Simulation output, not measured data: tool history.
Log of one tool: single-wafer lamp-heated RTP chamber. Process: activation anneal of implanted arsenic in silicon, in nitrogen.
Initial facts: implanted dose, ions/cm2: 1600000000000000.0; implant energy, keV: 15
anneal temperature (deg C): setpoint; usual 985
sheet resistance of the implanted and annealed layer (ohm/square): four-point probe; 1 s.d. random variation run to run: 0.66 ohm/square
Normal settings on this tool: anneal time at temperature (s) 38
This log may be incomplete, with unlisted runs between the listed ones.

run   hour  anneal temperature (deg C)  anneal time at temperature (s)  wafers since the last listed run  wafers since the last pyrometer calibration  wafers since the reflector plate was cleaned  hours since the gauge calibration  read-back reference wafer on the same gauge, sheet resistance  sheet resistance of the implanted and annealed layer (ohm/square)
  1    0.0                         985                              38                                 0                                         4745                                          2549                              610.0                                                         135.86                                                             108.98
  2   20.7                         985                              43                               337                                         5083                                          2886                              630.7                                                         136.03                                                             105.29
  3   82.8                         985                              55                              1012                                         6095                                          3898                              692.8                                                         135.88                                                             100.04
  4  113.8                         985                              55                               505                                         6600                                          4404                              723.8                                                         135.86                                                              99.93
     124.2  -- reflector plate cleaned
  5  134.1                         985                              55                               200                                         6801                                           160                              744.1                                                         136.11                                                             100.16
  6  166.2                         985                              46                               523                                         7324                                           684                              776.2                                                         135.96                                                             103.67
  7  184.3                         985                              46                               295                                         7619                                           979                              794.3                                                         136.00                                                             104.18
     199.5  -- pyrometer window cleaned and pyrometer calibrated
     206.9  -- gauge calibrated
  8  216.4                         985                              46                               392                                          275                                          1372                                9.5                                                         136.10                                                             110.40
  9  252.2                         978                              38                               583                                          859                                          1955                               45.3                                                         135.86                                                             117.64
 10  288.1                         978                              38                               585                                         1444                                          2540                               81.2                                                         135.78                                                             116.84
 11  320.4                         985                              38                               526                                         1970                                          3067                              113.5                                                         135.94                                                             112.24
 12  337.5                         985                              38                               278                                         2249                                          3345                              130.6                                                         136.18                                                             111.97
     391.6  -- reflector plate cleaned
 13  405.9                         985                              38                               984                                         3234                                           233                              199.0                                                         135.92                                                             110.57
 14  432.1                         985                              38                               427                                         3661                                           660                              225.2                                                         135.77                                                             109.88
 15  459.7                         985                              38                               449                                         4111                                          1110                              252.8                                                         135.90                                                             110.57
 16  536.3                        1015                              23                              1248                                         5359                                          2359                              329.4                                                         135.89                                                             101.80
 17  550.1                         960                              38                               224                                         5584                                          2584                              343.2                                                         135.93                                                             127.68
 18  564.7                         985                              38                               237                                         5822                                          2822                              357.8                                                         136.00                                                             109.68
 19  598.4                        1011                              38                               549                                         6372                                          3371                              391.5                                                         136.00                                                              93.63
 20  626.9                         985                              38                               464                                         6836                                          3835                              420.0                                                         135.90                                                             108.85
 21  649.2                         966                              25                               363                                         7200                                          4199                              442.3                                                         136.19                                                             130.98
     670.2  -- pyrometer window cleaned and pyrometer calibrated
     679.1  -- reflector plate cleaned
 22  680.8                         985                              58                               254                                           42                                            28                              473.9                                                         136.07                                                             106.03
 23  702.8                         985                              38                               358                                          400                                           386                              495.9                                                         136.18                                                             115.04
 24  724.4                         985                              18                               352                                          752                                           738                              517.5                                                         136.03                                                             129.82
 25  737.9                         985                              56                               220                                          973                                           958                              531.0                                                         135.88                                                             105.03
 26  771.4                        1003                              29                               546                                         1519                                          1505                              564.5                                                         136.07                                                             107.33
 27  805.0                         998                              21                               547                                         2066                                          2052                              598.1                                                         136.00                                                             114.71
 28  825.2                         971                              38                               329                                         2396                                          2382                              618.3                                                         136.11                                                             121.37
 29  841.0                         972                              48                               257                                         2653                                          2639                              634.1                                                         135.70                                                             113.27
 30  855.9                         996                              20                               242                                         2896                                          2882                              649.0                                                         135.91                                                             116.21
 31  887.0                        1000                              26                               506                                         3403                                          3389                              680.1                                                         135.76                                                             108.97
 32  918.5                         985                              48                               513                                         3916                                          3902                              711.6                                                         135.94                                                             104.64
 33  933.3                         956                              18                               241                                         4158                                          4144                              726.4                                                         135.94                                                             143.70
 34  959.3                        1004                              49                               423                                         4581                                          4567                              752.4                                                         136.13                                                              93.61
     971.1  -- reflector plate cleaned
 35  974.2                         993                              38                               112                                         4694                                            51                              767.3                                                         135.89                                                             103.82
 36  994.3                         999                              31                               327                                         5022                                           378                              787.4                                                         135.93                                                             104.95

Measured result minus the same run's result without the hidden state. Both carry the same run-to-run variation, though not necessarily the same gauge scatter:
Hidden state present: true wafer temperature minus pyrometer reading, K; wafer temperature error from the tarnished reflector plate, K; gauge reads high (%).
run  sheet resistance of the implanted and annealed layer (ohm/square)
  1                                                              -8.04
  2                                                              -7.99
  3                                                              -7.93
  4                                                              -8.03
  5                                                              -8.11
  6                                                              -8.45
  7                                                              -8.53
  8                                                              -1.21
  9                                                              -2.96
 10                                                              -4.29
 11                                                              -5.06
 12                                                              -5.45
 13                                                              -6.62
 14                                                              -6.92
 15                                                              -7.26
 16                                                              -6.32
 17                                                              -8.81
 18                                                              -7.93
 19                                                              -6.15
 20                                                              -8.10
 21                                                              -8.51
 22                                                              -1.07
 23                                                              -2.24
 24                                                              -3.06
 25                                                              -3.52
 26                                                              -4.30
 27                                                              -5.30
 28                                                              -6.50
 29                                                              -6.74
 30                                                              -6.27
 31                                                              -6.52
 32                                                              -7.09
 33                                                              -6.85
 34                                                              -5.98
 35                                                              -7.25
 36                                                              -7.28

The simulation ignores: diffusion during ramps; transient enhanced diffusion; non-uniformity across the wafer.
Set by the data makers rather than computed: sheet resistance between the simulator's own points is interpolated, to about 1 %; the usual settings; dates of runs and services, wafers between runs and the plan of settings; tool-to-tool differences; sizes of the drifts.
